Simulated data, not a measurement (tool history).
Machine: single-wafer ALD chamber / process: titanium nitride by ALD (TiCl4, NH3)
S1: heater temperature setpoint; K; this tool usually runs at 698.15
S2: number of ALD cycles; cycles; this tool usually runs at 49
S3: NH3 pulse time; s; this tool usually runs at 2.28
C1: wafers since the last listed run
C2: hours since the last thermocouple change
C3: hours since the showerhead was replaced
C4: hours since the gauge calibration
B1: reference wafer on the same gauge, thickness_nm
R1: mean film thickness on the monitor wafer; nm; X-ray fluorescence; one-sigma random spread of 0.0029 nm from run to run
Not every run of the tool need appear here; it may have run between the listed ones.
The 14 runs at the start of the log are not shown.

Run 15, hour 713.1: usual settings; C1 152; C2 2273.7; C3 4296.6; C4 1995; B1 1.046. Result: R1 1.19 nm.
At hour 731.3: showerhead replaced.
Run 16, hour 744.3: usual settings but S2 45 cycles, S3 1.83 s; C1 85; C2 2304.9; C3 13; C4 2026.2; B1 1.048. Result: R1 1.078 nm.
Run 17, hour 777.5: usual settings; C1 122; C2 2338.1; C3 46.2; C4 2059.4; B1 1.049. Result: R1 1.192 nm.
At hour 792.2: gauge calibrated.
Run 18, hour 823.4: usual settings but S1 708.15 K, S2 43 cycles, S3 1.7 s; C1 169; C2 2384; C3 92.1; C4 31.2; B1 1.03. Result: R1 1.017 nm.
At hour 868.2: thermocouple changed; heater temperature recalibrated.
Run 19, hour 890.2: usual settings; C1 217; C2 22; C3 158.9; C4 98; B1 1.032. Result: R1 1.171 nm.
Run 20, hour 953.7: usual settings; C1 234; C2 85.5; C3 222.4; C4 161.5; B1 1.032. Result: R1 1.168 nm.
Run 21, hour 996.5: usual settings but S1 704.15 K, S2 58 cycles, S3 1.77 s; C1 158; C2 128.3; C3 265.2; C4 204.3; B1 1.034. Result: R1 1.366 nm.
Run 22, hour 1066.5: usual settings but S1 708.15 K, S2 41 cycles, S3 2.55 s; C1 258; C2 198.3; C3 335.2; C4 274.3; B1 1.033. Result: R1 0.986 nm.
Run 23, hour 1100.7: usual settings but S1 692.15 K, S2 45 cycles, S3 1.63 s; C1 126; C2 232.5; C3 369.4; C4 308.5; B1 1.033. Result: R1 1.051 nm.
Run 24, hour 1125.9: usual settings but S1 691.15 K, S2 55 cycles, S3 1.62 s; C1 93; C2 257.7; C3 394.6; C4 333.7; B1 1.034. Result: R1 1.281 nm.
Run 25, hour 1169.6: usual settings but S1 690.15 K, S2 44 cycles, S3 3.02 s; C1 161; C2 301.4; C3 438.3; C4 377.4; B1 1.034. Result: R1 1.067 nm.
Run 26, hour 1252: usual settings but S1 689.15 K, S2 43 cycles; C1 304; C2 383.8; C3 520.7; C4 459.8; B1 1.033. Result: R1 1.028 nm.
Run 27, hour 1301.5: usual settings; C1 182; C2 433.3; C3 570.2; C4 509.3; B1 1.033. Result: R1 1.175 nm.
Run 28, hour 1348.1: usual settings but S1 693.15 K; C1 172; C2 479.9; C3 616.8; C4 555.9; B1 1.034. Result: R1 1.169 nm.
Run 29, hour 1377.7: usual settings but S1 705.15 K, S3 1.38 s; C1 109; C2 509.5; C3 646.4; C4 585.5; B1 1.036. Result: R1 1.139 nm.
Run 30, hour 1407.2: usual settings but S2 57 cycles; C1 108; C2 539; C3 675.9; C4 615; B1 1.035. Result: R1 1.37 nm.
Run 31, hour 1445.9: usual settings; C1 142; C2 577.7; C3 714.6; C4 653.7; B1 1.036. Result: R1 1.179 nm.
Run 32, hour 1485.5: usual settings but S1 689.15 K, S2 44 cycles, S3 1.39 s; C1 146; C2 617.3; C3 754.2; C4 693.3; B1 1.037. Result: R1 1.016 nm.
Run 33, hour 1547.6: usual settings; C1 229; C2 679.4; C3 816.3; C4 755.4; B1 1.036. Result: R1 1.182 nm.
Run 34, hour 1647.6: usual settings but S1 687.15 K, S2 46 cycles, S3 2.59 s; C1 369; C2 779.4; C3 916.3; C4 855.4; B1 1.037. Result: R1 1.116 nm.
Run 35, hour 1677.7: usual settings but S1 690.15 K, S2 44 cycles, S3 3.02 s; C1 111; C2 809.5; C3 946.4; C4 885.5; B1 1.037. Result: R1 1.066 nm.
Run 36, hour 1737.6: usual settings but S1 692.15 K, S2 46 cycles; C1 221; C2 869.4; C3 1006.3; C4 945.4; B1 1.038. Result: R1 1.108 nm.
Run 37, hour 1771.6: usual settings but S1 688.15 K, S3 2.62 s; C1 125; C2 903.4; C3 1040.3; C4 979.4; B1 1.038. Result: R1 1.182 nm.
Run 38, hour 1813.2: usual settings but S2 54 cycles, S3 1.87 s; C1 153; C2 945; C3 1081.9; C4 1021; B1 1.038. Result: R1 1.288 nm.
Run 39, hour 1842.5: usual settings; C1 108; C2 974.3; C3 1111.2; C4 1050.3; B1 1.04. Result: R1 1.178 nm.

Here are 5 independent what-if runs from the current tool condition. What would each one return?
Run A, hour 1843: usual settings but S2 54 cycles; C1 1; C2 974.8; C3 1111.7; C4 1050.8; B1 ?. Result: R1 ?.
Run B, hour 1843: usual settings but S2 52 cycles; C1 1; C2 974.8; C3 1111.7; C4 1050.8; B1 ?. Result: R1 ?.
Run C, hour 1843: usual settings but S2 54 cycles, S3 1.82 s; C1 1; C2 974.8; C3 1111.7; C4 1050.8; B1 ?. Result: R1 ?.
Run D, hour 1843: usual settings but S1 684.15 K, S2 42 cycles; C1 1; C2 974.8; C3 1111.7; C4 1050.8; B1 ?. Result: R1 ?.
Run E, hour 1843: usual settings but S1 694.15 K; C1 1; C2 974.8; C3 1111.7; C4 1050.8; B1 ?. Result: R1 ?.

run    B1     R1
  A  1.04  1.303
  B  1.04  1.255
  C  1.04  1.287
  D  1.04   1.01
  E  1.04  1.181
Without the tool's unlogged condition, the same runs would have read:
run     R1
  A  1.291
  B  1.244
  C  1.276
  D  1.001
  E  1.171

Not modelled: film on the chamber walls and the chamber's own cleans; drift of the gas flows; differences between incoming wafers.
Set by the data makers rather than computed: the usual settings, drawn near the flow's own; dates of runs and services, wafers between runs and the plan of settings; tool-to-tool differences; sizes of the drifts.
